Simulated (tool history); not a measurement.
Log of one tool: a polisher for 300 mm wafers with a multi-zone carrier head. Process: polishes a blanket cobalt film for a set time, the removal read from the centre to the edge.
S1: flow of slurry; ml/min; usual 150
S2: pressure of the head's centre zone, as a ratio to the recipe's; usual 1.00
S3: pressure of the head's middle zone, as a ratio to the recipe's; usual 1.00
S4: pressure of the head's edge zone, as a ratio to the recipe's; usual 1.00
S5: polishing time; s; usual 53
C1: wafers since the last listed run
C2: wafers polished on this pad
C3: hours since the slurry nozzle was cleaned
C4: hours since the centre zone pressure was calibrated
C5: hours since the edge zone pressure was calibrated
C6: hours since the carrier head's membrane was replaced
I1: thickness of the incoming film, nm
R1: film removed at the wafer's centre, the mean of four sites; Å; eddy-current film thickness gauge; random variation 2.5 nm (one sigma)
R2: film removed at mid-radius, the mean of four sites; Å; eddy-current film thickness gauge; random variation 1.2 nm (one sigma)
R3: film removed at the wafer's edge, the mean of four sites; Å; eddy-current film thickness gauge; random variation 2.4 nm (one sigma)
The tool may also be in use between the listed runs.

run   hour   S1    S2    S3    S4  S5   C1   C2     C3     C4      C5      C6      I1    R1    R2    R3
  1    0.0  150  1.00  1.00  1.00  53    0  255  450.8  835.6   914.0  1381.9  1318.6  1497  1516  1560
  2   15.8  120  1.00  1.00  1.00  53  189  445  466.6  851.4   929.8  1397.7  1281.4  1308  1361  1478
  3   28.4  120  1.00  1.00  1.00  53  150  596  479.2  864.0   942.4  1410.3  1315.7  1332  1346  1431
  4   35.1  150  1.00  1.00  1.00  53   80  676  485.9  870.7   949.1  1417.0  1313.5  1450  1439  1514
      53.1  -- worn pad replaced by a new one
  5   53.6  150  1.00  1.00  1.00  53  173    5  504.4  889.2   967.6  1435.5  1293.9  1479  1486  1588
  6   96.4  150  1.00  1.00  1.00  53  512  518  547.2  932.0  1010.4  1478.3  1318.6  1368  1394  1464
  7  106.9  150  1.00  1.00  1.07  53  125  644  557.7  942.5  1020.9  1488.8  1296.0  1342  1371  1506
  8  118.1  150  0.97  1.00  0.91  53  134  778  568.9  953.7  1032.1  1500.0  1302.9  1259  1339  1387
     123.3  -- worn pad replaced by a new one
  9  132.3  150  1.07  1.06  1.11  69  122  108  583.1  967.9  1046.3  1514.2  1327.7  1884  1851  2059
 10  138.9  110  1.11  1.06  0.90  53   79  187  589.7  974.5  1052.9  1520.8  1293.8  1230  1237  1299
     153.7  -- carrier head's membrane replaced by a new one
 11  154.2  120  1.00  1.00  1.00  53  123  310  605.0  989.8  1068.2     0.5  1280.0  1190  1195  1388
 12  163.2  135  1.03  1.00  1.00  53  107  418  614.0  998.8  1077.2     9.5  1319.0  1250  1241  1374
     167.5  -- edge zone pressure recalibrated
     167.9  -- slurry nozzle cleaned
     173.0  -- centre zone pressure recalibrated
 13  178.2  150  1.07  1.08  1.00  53  127  546   10.3    5.2    10.7    24.5  1282.1  1669  1647  1621
 14  186.6  150  1.10  0.92  1.09  59  100  647   18.7   13.6    19.1    32.9  1295.5  1898  1684  1867
 15  199.5  150  1.00  1.00  1.00  53  154  801   31.6   26.5    32.0    45.8  1297.4  1550  1547  1633
 16  207.6  130  1.00  1.00  1.00  53   97  898   39.7   34.6    40.1    53.9  1280.7  1482  1508  1571
     211.6  -- worn pad replaced by a new one
 17  218.1  170  0.93  1.05  1.00  53   77   77   50.2   45.1    50.6    64.4  1298.3  1590  1715  1695
 18  260.3  130  1.00  1.00  1.00  47  505  583   92.4   87.3    92.8   106.6  1308.9  1335  1354  1392
 19  271.4  150  0.92  1.05  1.08  70  133  716  103.5   98.4   103.9   117.7  1316.4  1928  2124  2200
 20  281.1  150  1.00  1.00  1.00  53  116  832  113.2  108.1   113.6   127.4  1301.1  1566  1539  1591
     291.7  -- worn pad replaced by a new one
 21  293.1  100  1.00  1.00  1.06  44   95   16  125.2  120.1   125.6   139.4  1298.1  1201  1221  1321

Forecast each of these 5 alternatives for the next run:
  A  293.5  150  1.00  1.00  1.00  53   4  21  125.6  120.5  126.0  139.8  1283.2   ?   ?   ?
  B  293.5  180  1.00  1.09  1.09  71   4  21  125.6  120.5  126.0  139.8  1283.2   ?   ?   ?
  C  293.5  165  1.00  1.00  1.00  53   4  21  125.6  120.5  126.0  139.8  1283.2   ?   ?   ?
  D  293.5  115  1.00  1.00  1.00  70   4  21  125.6  120.5  126.0  139.8  1283.2   ?   ?   ?
  E  293.5  150  1.11  1.00  0.94  42   4  21  125.6  120.5  126.0  139.8  1283.2   ?   ?   ?

run    R1    R2    R3
  A  1633  1647  1701
  B  2277  2379  2437
  C  1669  1679  1725
  D  2001  2037  2146
  E  1437  1304  1309
Without the tool's hidden state the same runs would have given:
run    R1    R2    R3
  A  1670  1681  1731
  B  2323  2425  2477
  C  1704  1712  1754
  D  2056  2087  2189
  E  1470  1332  1332
